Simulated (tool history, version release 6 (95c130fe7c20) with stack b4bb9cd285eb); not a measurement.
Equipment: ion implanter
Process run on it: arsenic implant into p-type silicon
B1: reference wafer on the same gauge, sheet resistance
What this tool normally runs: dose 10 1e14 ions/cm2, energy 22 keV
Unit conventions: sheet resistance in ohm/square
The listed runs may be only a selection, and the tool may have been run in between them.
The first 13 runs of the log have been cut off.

run 14 hour=340 | dose=11.27 energy=22 | B1=154.02 | sheet_resistance=134.43
-- hour=350.7 extraction supply calibrated
run 15 hour=365.4 | dose=11.27 energy=22 | B1=153.97 | sheet_resistance=134.94
run 16 hour=379.4 | dose=12.64 energy=26 | B1=153.78 | sheet_resistance=120.65
run 17 hour=410.9 | dose=10 energy=22 | B1=154 | sheet_resistance=143.12
run 18 hour=436.8 | dose=12.58 energy=22 | B1=154.21 | sheet_resistance=129.22
-- hour=445.4 gauge calibrated
run 19 hour=451.6 | dose=9.21 energy=22 | B1=154.01 | sheet_resistance=149.07
run 20 hour=486.7 | dose=7.52 energy=26 | B1=154.09 | sheet_resistance=164.49
run 21 hour=498.7 | dose=10 energy=22 | B1=154.03 | sheet_resistance=142.96
-- hour=521.4 Faraday cup replaced and dose calibrated
run 22 hour=526.3 | dose=7.6 energy=19.5 | B1=153.95 | sheet_resistance=172.77
run 23 hour=555.1 | dose=10 energy=22 | B1=154.32 | sheet_resistance=143.22
run 24 hour=587.2 | dose=10 energy=26.5 | B1=153.88 | sheet_resistance=137.13
run 25 hour=602.7 | dose=11.27 energy=22 | B1=154.05 | sheet_resistance=135.06
run 26 hour=620.8 | dose=7.23 energy=18.5 | B1=154.21 | sheet_resistance=178.88
run 27 hour=643.7 | dose=12.67 energy=18.5 | B1=153.94 | sheet_resistance=134.89
run 28 hour=661.6 | dose=12.48 energy=16.5 | B1=154.2 | sheet_resistance=140.55
run 29 hour=723.8 | dose=10 energy=22 | B1=153.95 | sheet_resistance=143.2
run 30 hour=745.6 | dose=7.71 energy=16 | B1=154.17 | sheet_resistance=177.8

Branching from run 30: 4 alternative next runs. What would each branch give?
run A hour=746 | dose=10 energy=22 | B1=? | sheet_resistance=?
run B hour=746 | dose=10 energy=26 | B1=? | sheet_resistance=?
run C hour=746 | dose=12.88 energy=27 | B1=? | sheet_resistance=?
run D hour=746 | dose=8.08 energy=16.5 | B1=? | sheet_resistance=?

run=A B1=153.81 sheet_resistance=143.12
run=B B1=153.81 sheet_resistance=136.97
run=C B1=153.81 sheet_resistance=119.38
run=D B1=153.81 sheet_resistance=172.21
What these runs would have given with no unlogged condition in the tool:
run=A sheet_resistance=143.12
run=B sheet_resistance=136.97
run=C sheet_resistance=119.38
run=D sheet_resistance=172.21
